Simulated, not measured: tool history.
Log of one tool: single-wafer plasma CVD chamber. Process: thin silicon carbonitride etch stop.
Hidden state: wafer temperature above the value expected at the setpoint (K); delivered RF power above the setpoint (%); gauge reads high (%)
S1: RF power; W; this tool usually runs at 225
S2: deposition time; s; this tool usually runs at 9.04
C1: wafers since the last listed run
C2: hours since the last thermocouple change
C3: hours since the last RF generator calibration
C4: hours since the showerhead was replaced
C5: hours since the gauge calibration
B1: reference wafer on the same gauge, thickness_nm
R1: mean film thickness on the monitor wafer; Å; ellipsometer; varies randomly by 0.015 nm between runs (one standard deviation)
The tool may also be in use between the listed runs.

{"run": 1, "day": 0.0, "S1": 225, "S2": 10.13, "C1": 0, "C2": 1036.5, "C3": 1434.9, "C4": 5447.0, "C5": 81.9, "B1": 4.162, "R1": 57.39}
{"run": 2, "day": 1.3, "S1": 200, "S2": 9.96, "C1": 1057, "C2": 1067.7, "C3": 1466.1, "C4": 5478.2, "C5": 113.1, "B1": 4.169, "R1": 53.84}
{"run": 3, "day": 3.854, "S1": 225, "S2": 9.04, "C1": 2077, "C2": 1129.0, "C3": 1527.4, "C4": 5539.5, "C5": 174.4, "B1": 4.171, "R1": 50.96}
{"run": 4, "day": 6.404, "S1": 225, "S2": 9.04, "C1": 2074, "C2": 1190.2, "C3": 1588.6, "C4": 5600.7, "C5": 235.6, "B1": 4.17, "R1": 51.0}
{"run": 5, "day": 7.771, "S1": 225, "S2": 9.04, "C1": 1111, "C2": 1223.0, "C3": 1621.4, "C4": 5633.5, "C5": 268.4, "B1": 4.166, "R1": 51.24}
{"run": 6, "day": 9.917, "S1": 225, "S2": 9.04, "C1": 1745, "C2": 1274.5, "C3": 1672.9, "C4": 5685.0, "C5": 319.9, "B1": 4.174, "R1": 51.32}
{"run": 7, "day": 12.312, "S1": 225, "S2": 7.88, "C1": 1948, "C2": 1332.0, "C3": 1730.4, "C4": 5742.5, "C5": 377.4, "B1": 4.175, "R1": 44.34}
{"run": 8, "day": 15.096, "S1": 225, "S2": 7.88, "C1": 2263, "C2": 1398.8, "C3": 1797.2, "C4": 5809.3, "C5": 444.2, "B1": 4.179, "R1": 44.73}
{"run": 9, "day": 16.633, "S1": 225, "S2": 8.31, "C1": 1250, "C2": 1435.7, "C3": 1834.1, "C4": 5846.2, "C5": 481.1, "B1": 4.185, "R1": 46.94}
{"run": 10, "day": 18.096, "S1": 225, "S2": 8.31, "C1": 1189, "C2": 1470.8, "C3": 1869.2, "C4": 5881.3, "C5": 516.2, "B1": 4.188, "R1": 47.27}
{"run": 11, "day": 20.742, "S1": 200, "S2": 9.04, "C1": 2152, "C2": 1534.3, "C3": 1932.7, "C4": 5944.8, "C5": 579.7, "B1": 4.193, "R1": 48.7}
{"run": 12, "day": 23.317, "S1": 200, "S2": 9.04, "C1": 2094, "C2": 1596.1, "C3": 1994.5, "C4": 6006.6, "C5": 641.5, "B1": 4.197, "R1": 49.0}
{"run": 13, "day": 25.288, "S1": 200, "S2": 9.04, "C1": 1602, "C2": 1643.4, "C3": 2041.8, "C4": 6053.9, "C5": 688.8, "B1": 4.2, "R1": 48.77}
{"run": 14, "day": 27.321, "S1": 225, "S2": 9.04, "C1": 1653, "C2": 1692.2, "C3": 2090.6, "C4": 6102.7, "C5": 737.6, "B1": 4.209, "R1": 51.54}
{"run": 15, "day": 29.817, "S1": 245, "S2": 8.12, "C1": 2030, "C2": 1752.1, "C3": 2150.5, "C4": 6162.6, "C5": 797.5, "B1": 4.217, "R1": 48.03}
{"run": 16, "day": 32.725, "S1": 250, "S2": 9.5, "C1": 2365, "C2": 1821.9, "C3": 2220.3, "C4": 6232.4, "C5": 867.3, "B1": 4.222, "R1": 56.84}
{"run": 17, "day": 35.525, "S1": 225, "S2": 9.04, "C1": 2277, "C2": 1889.1, "C3": 2287.5, "C4": 6299.6, "C5": 934.5, "B1": 4.236, "R1": 51.91}
{"day": 36.796, "done": "RF generator calibrated"}
{"run": 18, "day": 37.554, "S1": 225, "S2": 9.04, "C1": 1379, "C2": 1937.8, "C3": 18.2, "C4": 6348.3, "C5": 983.2, "B1": 4.241, "R1": 51.95}
{"run": 19, "day": 39.425, "S1": 190, "S2": 9.04, "C1": 1521, "C2": 1982.7, "C3": 63.1, "C4": 6393.2, "C5": 1028.1, "B1": 4.247, "R1": 48.45}
{"run": 20, "day": 41.671, "S1": 195, "S2": 7.54, "C1": 1826, "C2": 2036.6, "C3": 117.0, "C4": 6447.1, "C5": 1082.0, "B1": 4.259, "R1": 40.96}
{"run": 21, "day": 44.142, "S1": 255, "S2": 9.81, "C1": 2009, "C2": 2095.9, "C3": 176.3, "C4": 6506.4, "C5": 1141.3, "B1": 4.266, "R1": 59.43}
{"day": 44.783, "done": "gauge calibrated"}
{"day": 45.229, "done": "thermocouple changed; heater temperature recalibrated"}
{"run": 22, "day": 46.004, "S1": 200, "S2": 9.96, "C1": 1243, "C2": 18.6, "C3": 221.0, "C4": 6551.1, "C5": 29.3, "B1": 4.169, "R1": 53.84}
{"day": 46.504, "done": "showerhead replaced"}
{"run": 23, "day": 48.267, "S1": 185, "S2": 8.25, "C1": 1569, "C2": 72.9, "C3": 275.3, "C4": 42.3, "C5": 83.6, "B1": 4.174, "R1": 43.03}
{"run": 24, "day": 50.296, "S1": 240, "S2": 10.07, "C1": 1650, "C2": 121.6, "C3": 324.0, "C4": 91.0, "C5": 132.3, "B1": 4.17, "R1": 58.43}
{"run": 25, "day": 51.621, "S1": 190, "S2": 9.04, "C1": 1077, "C2": 153.4, "C3": 355.8, "C4": 122.8, "C5": 164.1, "B1": 4.169, "R1": 47.51}
{"run": 26, "day": 53.262, "S1": 240, "S2": 9.04, "C1": 1335, "C2": 192.8, "C3": 395.2, "C4": 162.2, "C5": 203.5, "B1": 4.174, "R1": 52.39}
{"run": 27, "day": 56.162, "S1": 225, "S2": 10.13, "C1": 2358, "C2": 262.4, "C3": 464.8, "C4": 231.8, "C5": 273.1, "B1": 4.172, "R1": 57.31}
{"run": 28, "day": 58.367, "S1": 225, "S2": 9.7, "C1": 1792, "C2": 315.3, "C3": 517.7, "C4": 284.7, "C5": 326.0, "B1": 4.18, "R1": 54.93}
{"run": 29, "day": 66.067, "S1": 225, "S2": 9.04, "C1": 6262, "C2": 500.1, "C3": 702.5, "C4": 469.5, "C5": 510.8, "B1": 4.192, "R1": 51.23}
{"run": 30, "day": 68.454, "S1": 190, "S2": 7.34, "C1": 1941, "C2": 557.4, "C3": 759.8, "C4": 526.8, "C5": 568.1, "B1": 4.19, "R1": 38.86}
{"run": 31, "day": 69.804, "S1": 225, "S2": 7.93, "C1": 1098, "C2": 589.8, "C3": 792.2, "C4": 559.2, "C5": 600.5, "B1": 4.198, "R1": 45.16}
{"run": 32, "day": 72.646, "S1": 200, "S2": 9.04, "C1": 2311, "C2": 658.0, "C3": 860.4, "C4": 627.4, "C5": 668.7, "B1": 4.201, "R1": 49.25}
{"run": 33, "day": 74.479, "S1": 240, "S2": 7.57, "C1": 1491, "C2": 702.0, "C3": 904.4, "C4": 671.4, "C5": 712.7, "B1": 4.207, "R1": 44.27}
{"run": 34, "day": 76.008, "S1": 225, "S2": 9.04, "C1": 1243, "C2": 738.7, "C3": 941.1, "C4": 708.1, "C5": 749.4, "B1": 4.214, "R1": 51.71}

Branching from run 34: 5 alternative next runs. What would each branch give?
{"run": "A", "day": 76.025, "S1": 225, "S2": 9.04, "C1": 13, "C2": 739.1, "C3": 941.5, "C4": 708.5, "C5": 749.8, "B1": "?", "R1": "?"}
{"run": "B", "day": 76.025, "S1": 225, "S2": 7.35, "C1": 13, "C2": 739.1, "C3": 941.5, "C4": 708.5, "C5": 749.8, "B1": "?", "R1": "?"}
{"run": "C", "day": 76.025, "S1": 195, "S2": 9.04, "C1": 13, "C2": 739.1, "C3": 941.5, "C4": 708.5, "C5": 749.8, "B1": "?", "R1": "?"}
{"run": "D", "day": 76.025, "S1": 185, "S2": 9.04, "C1": 13, "C2": 739.1, "C3": 941.5, "C4": 708.5, "C5": 749.8, "B1": "?", "R1": "?"}
{"run": "E", "day": 76.025, "S1": 225, "S2": 9.64, "C1": 13, "C2": 739.1, "C3": 941.5, "C4": 708.5, "C5": 749.8, "B1": "?", "R1": "?"}

run=A B1=4.217 R1=51.52
run=B B1=4.217 R1=41.89
run=C B1=4.217 R1=48.51
run=D B1=4.217 R1=47.40
run=E B1=4.217 R1=54.94
The same runs, with their run-to-run variation unchanged, on a tool lacking any hidden condition would have given:
run=A R1=50.88
run=B R1=41.37
run=C R1=47.90
run=D R1=46.81
run=E R1=54.26
